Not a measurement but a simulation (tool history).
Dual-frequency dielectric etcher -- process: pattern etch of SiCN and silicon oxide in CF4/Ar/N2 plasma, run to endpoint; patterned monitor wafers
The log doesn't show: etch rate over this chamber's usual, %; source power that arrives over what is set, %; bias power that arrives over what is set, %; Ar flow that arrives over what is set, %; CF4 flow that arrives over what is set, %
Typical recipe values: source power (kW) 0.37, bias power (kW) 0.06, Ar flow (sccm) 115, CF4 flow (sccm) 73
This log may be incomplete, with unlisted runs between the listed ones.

run     day  source power (kW)  bias power (kW)  Ar flow (sccm)  CF4 flow (sccm)  wafers since the last listed run  hours since the last wet clean  hours since the last source power generator calibration  hours since the last bias power generator calibration  hours since the last Ar flow controller change  hours since the last CF4 flow controller change  hours since the last upper electrode change  incoming incoming film thickness, nm  endpoint time (s)
  1       0               0.37             0.06             115               73                                 0                             428                                                   3495.4                                                 1517.5                                          2805.5                                           1713.7                                         2506                                  15.7               20.4
      1.179  -- wet clean of the chamber
  2     1.2               0.37             0.06             115               73                                73                             0.5                                                   3524.2                                                 1546.3                                          2834.3                                           1742.5                                       2534.8                                 15.54               21.1
  3   1.212               0.37             0.06             115               73                                 4                             0.8                                                   3524.5                                                 1546.6                                          2834.6                                           1742.8                                       2535.1                                 15.59               21.2
  4   1.304               0.37             0.06             115               73                                33                               3                                                   3526.7                                                 1548.8                                          2836.8                                             1745                                       2537.3                                 15.63               21.2
      1.921  -- Ar flow controller replaced
  5   1.942               0.37             0.06             115               73                               142                            18.3                                                     3542                                                 1564.1                                             0.5                                           1760.3                                       2552.6                                 15.55               21.1
  6   3.408               0.37             0.06             115               73                               537                            53.5                                                   3577.2                                                 1599.3                                            35.7                                           1795.5                                       2587.8                                 15.62                 21
      3.625  -- source power generator calibrated
  7   4.154               0.46            0.065             115               73                               212                            71.4                                                     12.7                                                 1617.2                                            53.6                                           1813.4                                       2605.7                                 15.58               16.5
      5.492  -- upper electrode replaced, of another model than before
  8   5.512               0.43             0.06             115               73                               131                             104                                                     45.3                                                 1649.8                                            86.2                                             1846                                          0.5                                 15.61               16.2
  9   5.608               0.37             0.06             115               73                                35                           106.3                                                     47.6                                                 1652.1                                            88.5                                           1848.3                                          2.8                                 15.53               20.9
 10   6.288               0.45             0.06             115               73                               248                           122.6                                                     63.9                                                 1668.4                                           104.8                                           1864.6                                         19.1                                 15.53               15.1
 11       7               0.43            0.069             115               73                               261                           139.7                                                       81                                                 1685.5                                           121.9                                           1881.7                                         36.2                                 15.53               15.5
      7.588  -- bias power generator calibrated
 12   7.667               0.37            0.052             115               73                               183                           155.7                                                       97                                                    1.9                                           137.9                                           1897.7                                         52.2                                 15.57               21.8
      8.358  -- CF4 flow controller replaced
 13   8.379               0.37             0.06             129               73                               169                           172.8                                                    114.1                                                     19                                             155                                              0.5                                         69.3                                 15.57               21.2
 14   8.604               0.37             0.06             115               73                                82                           178.2                                                    119.5                                                   24.4                                           160.4                                              5.9                                         74.7                                 15.64               20.8
 15     9.1               0.37             0.06             115               73                               181                           190.1                                                    131.4                                                   36.3                                           172.3                                             17.8                                         86.6                                 15.65               20.8
 16   9.729               0.28             0.06             129               73                               230                           205.2                                                    146.5                                                   51.4                                           187.4                                             32.9                                        101.7                                  15.6               38.4
 17  10.446               0.44            0.048             115               83                               262                           222.4                                                    163.7                                                   68.6                                           204.6                                             50.1                                        118.9                                 15.45               15.8
 18  11.104               0.37             0.06             115               73                               241                           238.2                                                    179.5                                                   84.4                                           220.4                                             65.9                                        134.7                                 15.68               20.7
 19  11.392               0.37            0.053             115               73                               105                           245.1                                                    186.4                                                   91.3                                           227.3                                             72.8                                        141.6                                 15.75               21.6
 20  11.692               0.37            0.071             115               73                               109                           252.3                                                    193.6                                                   98.5                                           234.5                                               80                                        148.8                                 15.76               19.7
 21  12.017               0.37             0.06             115               73                               119                           260.1                                                    201.4                                                  106.3                                           242.3                                             87.8                                        156.6                                 15.61               20.6
 22  12.342               0.37             0.06             115               73                               119                           267.9                                                    209.2                                                  114.1                                           250.1                                             95.6                                        164.4                                  15.6               20.5
 23  13.075               0.37             0.06             115               73                               268                           285.5                                                    226.8                                                  131.7                                           267.7                                            113.2                                          182                                 15.52               20.5

Each row is a separate what-if for the run after 23, all from the same tool condition, not one after another. Results?
  A  13.092               0.37             0.06             115               73                                 6                           285.9                                                    227.2                                                  132.1                                           268.1                                            113.6                                        182.4                                  15.5                  ?
  B  13.092               0.37             0.06             107               73                                 6                           285.9                                                    227.2                                                  132.1                                           268.1                                            113.6                                        182.4                                  15.5                  ?
  C  13.092               0.37            0.064              91               56                                 6                           285.9                                                    227.2                                                  132.1                                           268.1                                            113.6                                        182.4                                  15.5                  ?
  D  13.092               0.37             0.06             106               89                                 6                           285.9                                                    227.2                                                  132.1                                           268.1                                            113.6                                        182.4                                  15.5                  ?
  E  13.092               0.44             0.06             115               73                                 6                           285.9                                                    227.2                                                  132.1                                           268.1                                            113.6                                        182.4                                  15.5                  ?

run  endpoint time (s)
  A               20.5
  B               20.2
  C                 20
  D               19.6
  E               15.4
Stripped of hidden state, with their random variation kept, the same runs would have yielded:
run  endpoint time (s)
  A                 21
  B               20.7
  C               20.5
  D               20.2
  E               15.8
